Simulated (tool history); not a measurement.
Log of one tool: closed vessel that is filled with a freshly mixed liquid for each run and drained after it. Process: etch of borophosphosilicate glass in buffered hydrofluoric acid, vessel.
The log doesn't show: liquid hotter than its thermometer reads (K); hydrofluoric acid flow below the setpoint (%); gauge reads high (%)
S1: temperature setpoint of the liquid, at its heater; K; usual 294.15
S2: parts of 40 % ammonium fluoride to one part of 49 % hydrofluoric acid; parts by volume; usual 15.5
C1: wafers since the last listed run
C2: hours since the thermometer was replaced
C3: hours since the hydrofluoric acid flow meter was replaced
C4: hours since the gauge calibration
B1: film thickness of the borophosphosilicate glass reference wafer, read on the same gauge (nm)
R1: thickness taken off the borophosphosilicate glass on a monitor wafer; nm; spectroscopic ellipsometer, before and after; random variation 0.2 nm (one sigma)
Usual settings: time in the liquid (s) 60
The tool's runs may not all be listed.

Run 1, day 0: usual settings; C1 0; C2 951.6; C3 1916.5; C4 215.8; B1 120. Result: R1 35.17 nm.
Run 2, day 0.562: usual settings; C1 1490; C2 965.1; C3 1930; C4 229.3; B1 119.98. Result: R1 35.11 nm.
Run 3, day 2.033: usual settings; C1 3898; C2 1000.4; C3 1965.3; C4 264.6; B1 120.01. Result: R1 34.84 nm.
Run 4, day 3.308: usual settings; C1 3379; C2 1031; C3 1995.9; C4 295.2; B1 120.02. Result: R1 35 nm.
Run 5, day 3.988: usual settings; C1 1800; C2 1047.3; C3 2012.2; C4 311.5; B1 120.01. Result: R1 35.13 nm.
Run 6, day 4.558: usual settings; C1 1513; C2 1061; C3 2025.9; C4 325.2; B1 120.01. Result: R1 34.98 nm.
At day 4.754: gauge calibrated.
Run 7, day 5.229: usual settings; C1 1778; C2 1077.1; C3 2042; C4 11.4; B1 120. Result: R1 34.81 nm.
Run 8, day 6.688: usual settings; C1 3865; C2 1112.1; C3 2077; C4 46.4; B1 119.98. Result: R1 35.07 nm.
Run 9, day 7.608: usual settings but S2 12.5 parts by volume, time in the liquid (s) 30; C1 2440; C2 1134.2; C3 2099.1; C4 68.5; B1 120. Result: R1 21.53 nm.
At day 8.329: hydrofluoric acid flow meter replaced.
Run 10, day 8.471: usual settings but S1 290.15 K, time in the liquid (s) 75; C1 2175; C2 1154.9; C3 3.4; C4 89.2; B1 119.99. Result: R1 40.17 nm.
At day 9.779: thermometer replaced.
Run 11, day 9.9: usual settings but S1 291.65 K, S2 12.5 parts by volume, time in the liquid (s) 90; C1 3677; C2 2.9; C3 37.7; C4 123.5; B1 120.01. Result: R1 65.08 nm.
Run 12, day 10.917: usual settings but S2 19.5 parts by volume; C1 2694; C2 27.3; C3 62.1; C4 147.9; B1 120.01. Result: R1 31.5 nm.
Run 13, day 12.142: usual settings but S1 296.15 K, S2 14 parts by volume, time in the liquid (s) 45; C1 3246; C2 56.7; C3 91.5; C4 177.3; B1 119.99. Result: R1 36.81 nm.
Run 14, day 12.942: usual settings; C1 2120; C2 75.9; C3 110.7; C4 196.5; B1 120. Result: R1 39.76 nm.
Run 15, day 13.812: usual settings; C1 2308; C2 96.8; C3 131.6; C4 217.4; B1 120. Result: R1 39.6 nm.

5 ways to go on from here, each from the tool as it stands after run 15. What would each give?
Run A, day 13.842: usual settings; C1 77; C2 97.5; C3 132.3; C4 218.1; B1 ?. Result: R1 ?.
Run B, day 13.842: usual settings but S1 290.15 K, S2 18 parts by volume, time in the liquid (s) 50; C1 77; C2 97.5; C3 132.3; C4 218.1; B1 ?. Result: R1 ?.
Run C, day 13.842: usual settings but S1 291.15 K, time in the liquid (s) 80; C1 77; C2 97.5; C3 132.3; C4 218.1; B1 ?. Result: R1 ?.
Run D, day 13.842: usual settings but S1 292.65 K; C1 77; C2 97.5; C3 132.3; C4 218.1; B1 ?. Result: R1 ?.
Run E, day 13.842: usual settings but time in the liquid (s) 90; C1 77; C2 97.5; C3 132.3; C4 218.1; B1 ?. Result: R1 ?.

run   B1     R1
  A  120  39.74
  B  120  22.84
  C  120  44.84
  D  120  36.57
  E  120  59.61
Without the tool's hidden state the same runs would have given:
run     R1
  A  40.85
  B  23.48
  C   46.1
  D   37.6
  E  61.28
